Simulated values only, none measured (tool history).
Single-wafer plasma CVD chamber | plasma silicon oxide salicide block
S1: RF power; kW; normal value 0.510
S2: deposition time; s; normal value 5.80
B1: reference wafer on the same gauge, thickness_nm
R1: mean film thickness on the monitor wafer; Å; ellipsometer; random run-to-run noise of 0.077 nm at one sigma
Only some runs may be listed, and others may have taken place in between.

run	hour	S1	S2	B1	R1
1	0.0	0.540	5.80	60.983	507.03
2	19.1	0.510	5.48	61.020	468.24
3	46.0	0.510	5.23	61.040	446.78
4	67.1	0.510	5.80	61.005	497.43
5	80.9	0.475	5.80	61.014	487.33
6	111.6	0.475	5.80	61.000	485.75
7	140.4	0.475	5.80	60.995	500.66
8	157.6	0.510	5.52	60.978	487.11
9	173.8	0.540	5.80	61.042	519.09
10	207.1	0.585	6.26	60.952	566.76
11	242.7	0.435	6.09	60.998	521.93
12	261.1	0.420	6.75	61.020	576.21
13	286.4	0.510	5.80	61.033	509.38
14	312.1	0.415	4.93	60.996	419.84
15	340.9	0.425	5.36	60.999	458.28
16	364.5	0.415	5.04	60.986	429.85

Taken out of this log: 3 entries between the listed runs. Where each belongs, and how the hidden state differs across it:
Runs 6 to 7: RF generator calibrated (hour 130.4)
  delivered RF power above the setpoint (%): -9.22 -> -0.392
  the result without the hidden state subtracted from the measured one, R1: -15.32 -> -0.63 Å
Runs 9 to 10: showerhead replaced, of another model than before (hour 191.9)
  delivered RF power above the setpoint (%): -0.9 -> -1.38
  the result without the hidden state subtracted from the measured one, R1: -1.50 -> -1.31 Å
Runs 10 to 11: gauge calibrated (hour 241.7)
  delivered RF power above the setpoint (%): -1.38 -> -1.85
  the result without the hidden state subtracted from the measured one, R1: -1.31 -> -1.63 Å

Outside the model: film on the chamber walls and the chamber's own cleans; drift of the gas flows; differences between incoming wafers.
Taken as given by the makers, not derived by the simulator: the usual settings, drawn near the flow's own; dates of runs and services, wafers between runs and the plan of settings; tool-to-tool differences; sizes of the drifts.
